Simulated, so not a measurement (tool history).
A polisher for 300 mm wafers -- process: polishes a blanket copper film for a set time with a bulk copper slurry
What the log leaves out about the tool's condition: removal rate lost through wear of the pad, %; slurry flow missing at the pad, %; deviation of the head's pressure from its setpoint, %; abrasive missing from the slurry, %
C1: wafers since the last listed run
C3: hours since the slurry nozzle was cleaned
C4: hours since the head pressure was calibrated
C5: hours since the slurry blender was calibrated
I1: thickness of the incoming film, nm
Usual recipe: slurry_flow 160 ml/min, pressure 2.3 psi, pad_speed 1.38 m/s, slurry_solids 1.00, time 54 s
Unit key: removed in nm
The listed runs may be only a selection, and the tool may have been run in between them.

run 1 hour=0.0 | slurry_flow=195 pressure=2.3 pad_speed=1.38 slurry_solids=1.00 time=54 | C1=0 wafers_polished_on_this_pad=1170 C3=552.2 C4=817.4 C5=25.7 | I1=2317.9 | removed=680.7
run 2 hour=12.6 | slurry_flow=160 pressure=2.3 pad_speed=1.38 slurry_solids=1.00 time=54 | C1=165 wafers_polished_on_this_pad=1336 C3=564.8 C4=830.0 C5=38.3 | I1=2310.1 | removed=667.7
-- hour=20.9 slurry nozzle cleaned
run 3 hour=37.1 | slurry_flow=160 pressure=2.3 pad_speed=1.38 slurry_solids=1.00 time=54 | C1=309 wafers_polished_on_this_pad=1645 C3=16.2 C4=854.5 C5=62.8 | I1=2324.5 | removed=636.6
run 4 hour=53.8 | slurry_flow=160 pressure=2.3 pad_speed=1.38 slurry_solids=1.00 time=54 | C1=219 wafers_polished_on_this_pad=1865 C3=32.9 C4=871.2 C5=79.5 | I1=2289.9 | removed=635.5
run 5 hour=79.6 | slurry_flow=160 pressure=2.3 pad_speed=1.38 slurry_solids=1.00 time=54 | C1=339 wafers_polished_on_this_pad=2205 C3=58.7 C4=897.0 C5=105.3 | I1=2292.9 | removed=616.8
run 6 hour=115.5 | slurry_flow=160 pressure=2.3 pad_speed=1.38 slurry_solids=1.00 time=54 | C1=472 wafers_polished_on_this_pad=2678 C3=94.6 C4=932.9 C5=141.2 | I1=2243.7 | removed=599.1
run 7 hour=131.9 | slurry_flow=160 pressure=2.3 pad_speed=1.38 slurry_solids=1.00 time=54 | C1=215 wafers_polished_on_this_pad=2893 C3=111.0 C4=949.3 C5=157.6 | I1=2252.4 | removed=602.5
-- hour=137.5 head pressure recalibrated
-- hour=152.1 worn pad replaced by a new one
run 8 hour=158.5 | slurry_flow=160 pressure=2.3 pad_speed=1.38 slurry_solids=1.00 time=54 | C1=271 wafers_polished_on_this_pad=84 C3=137.6 C4=21.0 C5=184.2 | I1=2329.3 | removed=634.4
-- hour=175.1 slurry blender recalibrated
run 9 hour=175.6 | slurry_flow=160 pressure=2.3 pad_speed=1.38 slurry_solids=1.00 time=54 | C1=198 wafers_polished_on_this_pad=283 C3=154.7 C4=38.1 C5=0.5 | I1=2305.5 | removed=679.5
run 10 hour=188.5 | slurry_flow=160 pressure=2.3 pad_speed=1.38 slurry_solids=1.00 time=54 | C1=169 wafers_polished_on_this_pad=453 C3=167.6 C4=51.0 C5=13.4 | I1=2290.2 | removed=672.4
run 11 hour=206.6 | slurry_flow=160 pressure=2.3 pad_speed=1.38 slurry_solids=1.00 time=54 | C1=238 wafers_polished_on_this_pad=691 C3=185.7 C4=69.1 C5=31.5 | I1=2324.0 | removed=682.7
run 12 hour=224.8 | slurry_flow=160 pressure=2.3 pad_speed=1.38 slurry_solids=1.00 time=54 | C1=239 wafers_polished_on_this_pad=931 C3=203.9 C4=87.3 C5=49.7 | I1=2310.1 | removed=675.0
run 13 hour=243.0 | slurry_flow=140 pressure=1.7 pad_speed=1.38 slurry_solids=1.30 time=45 | C1=239 wafers_polished_on_this_pad=1171 C3=222.1 C4=105.5 C5=67.9 | I1=2290.6 | removed=473.9
run 14 hour=271.1 | slurry_flow=160 pressure=2.8 pad_speed=1.20 slurry_solids=0.70 time=54 | C1=370 wafers_polished_on_this_pad=1541 C3=250.2 C4=133.6 C5=96.0 | I1=2294.3 | removed=609.0
run 15 hour=322.6 | slurry_flow=160 pressure=2.3 pad_speed=1.12 slurry_solids=1.00 time=54 | C1=678 wafers_polished_on_this_pad=2219 C3=301.7 C4=185.1 C5=147.5 | I1=2284.5 | removed=529.5
-- hour=337.9 worn pad replaced by a new one
run 16 hour=356.2 | slurry_flow=110 pressure=2.3 pad_speed=0.96 slurry_solids=1.00 time=54 | C1=389 wafers_polished_on_this_pad=240 C3=335.3 C4=218.7 C5=181.1 | I1=2271.6 | removed=447.5
-- hour=422.4 slurry blender recalibrated
run 17 hour=450.7 | slurry_flow=160 pressure=2.3 pad_speed=1.38 slurry_solids=1.00 time=54 | C1=1218 wafers_polished_on_this_pad=1458 C3=429.8 C4=313.2 C5=28.3 | I1=2279.9 | removed=663.1
-- hour=469.5 slurry nozzle cleaned
run 18 hour=475.7 | slurry_flow=160 pressure=2.3 pad_speed=1.38 slurry_solids=1.00 time=54 | C1=316 wafers_polished_on_this_pad=1774 C3=6.2 C4=338.2 C5=53.3 | I1=2287.1 | removed=639.8
run 19 hour=500.2 | slurry_flow=160 pressure=2.3 pad_speed=1.38 slurry_solids=1.00 time=54 | C1=322 wafers_polished_on_this_pad=2097 C3=30.7 C4=362.7 C5=77.8 | I1=2335.3 | removed=643.5
run 20 hour=514.8 | slurry_flow=160 pressure=2.3 pad_speed=0.94 slurry_solids=1.00 time=54 | C1=192 wafers_polished_on_this_pad=2289 C3=45.3 C4=377.3 C5=92.4 | I1=2301.1 | removed=473.6
-- hour=543.1 worn pad replaced by a new one
run 21 hour=547.8 | slurry_flow=160 pressure=1.5 pad_speed=1.54 slurry_solids=0.90 time=60 | C1=381 wafers_polished_on_this_pad=61 C3=78.3 C4=410.3 C5=125.4 | I1=2308.0 | removed=578.3
run 22 hour=567.0 | slurry_flow=125 pressure=1.9 pad_speed=1.52 slurry_solids=1.00 time=37 | C1=252 wafers_polished_on_this_pad=314 C3=97.5 C4=429.5 C5=144.6 | I1=2297.2 | removed=399.7
run 23 hour=600.4 | slurry_flow=195 pressure=2.3 pad_speed=1.38 slurry_solids=1.00 time=54 | C1=439 wafers_polished_on_this_pad=754 C3=130.9 C4=462.9 C5=178.0 | I1=2309.6 | removed=679.0
run 24 hour=635.3 | slurry_flow=195 pressure=2.3 pad_speed=1.38 slurry_solids=0.80 time=54 | C1=459 wafers_polished_on_this_pad=1214 C3=165.8 C4=497.8 C5=212.9 | I1=2319.4 | removed=612.3
-- hour=662.4 slurry blender recalibrated
run 25 hour=667.2 | slurry_flow=160 pressure=2.3 pad_speed=1.38 slurry_solids=0.75 time=47 | C1=393 wafers_polished_on_this_pad=1607 C3=197.7 C4=529.7 C5=4.8 | I1=2286.3 | removed=519.8
run 26 hour=684.7 | slurry_flow=160 pressure=2.3 pad_speed=1.38 slurry_solids=1.00 time=54 | C1=230 wafers_polished_on_this_pad=1838 C3=215.2 C4=547.2 C5=22.3 | I1=2261.0 | removed=645.3
run 27 hour=715.2 | slurry_flow=140 pressure=2.0 pad_speed=1.26 slurry_solids=1.00 time=54 | C1=401 wafers_polished_on_this_pad=2239 C3=245.7 C4=577.7 C5=52.8 | I1=2323.0 | removed=519.8
-- hour=733.6 worn pad replaced by a new one
run 28 hour=738.7 | slurry_flow=160 pressure=2.6 pad_speed=0.94 slurry_solids=1.20 time=68 | C1=256 wafers_polished_on_this_pad=66 C3=269.2 C4=601.2 C5=76.3 | I1=2329.3 | removed=699.1
run 29 hour=762.8 | slurry_flow=160 pressure=2.8 pad_speed=1.38 slurry_solids=1.00 time=54 | C1=317 wafers_polished_on_this_pad=384 C3=293.3 C4=625.3 C5=100.4 | I1=2310.1 | removed=753.9
run 30 hour=794.4 | slurry_flow=160 pressure=2.3 pad_speed=1.38 slurry_solids=1.00 time=35 | C1=416 wafers_polished_on_this_pad=800 C3=324.9 C4=656.9 C5=132.0 | I1=2318.7 | removed=411.2
run 31 hour=827.6 | slurry_flow=160 pressure=2.3 pad_speed=1.60 slurry_solids=0.90 time=54 | C1=437 wafers_polished_on_this_pad=1237 C3=358.1 C4=690.1 C5=165.2 | I1=2282.9 | removed=670.2

How would selected steps in removed from run to run divide? Give the signed amount a tool lacking its hidden state would still show from settings, what came in and random variation, and the signed amount left for the hidden state, including any gauge scatter that is not in both of the compared results.
Run 7 -> 8: head pressure recalibrated, worn pad replaced by a new one. removed +31.9 nm: hidden state +54.6, all else -22.7.
Run 8 -> 9: slurry blender recalibrated. removed +45.1 nm: hidden state +35.5, all else +9.6.
Run 22 -> 23: slurry_flow 125 -> 195, pressure 1.9 -> 2.3, pad_speed 1.52 -> 1.38, time 37 -> 54. removed +279.3 nm: hidden state -22.4, all else +301.7.
Run 29 -> 30: pressure 2.8 -> 2.3, time 54 -> 35. removed -342.7 nm: hidden state +13.7, all else -356.4.
Run 30 -> 31: pad_speed 1.38 -> 1.60, slurry_solids 1.00 -> 0.90, time 35 -> 54. removed +259.0 nm: hidden state -31.0, all else +290.0.

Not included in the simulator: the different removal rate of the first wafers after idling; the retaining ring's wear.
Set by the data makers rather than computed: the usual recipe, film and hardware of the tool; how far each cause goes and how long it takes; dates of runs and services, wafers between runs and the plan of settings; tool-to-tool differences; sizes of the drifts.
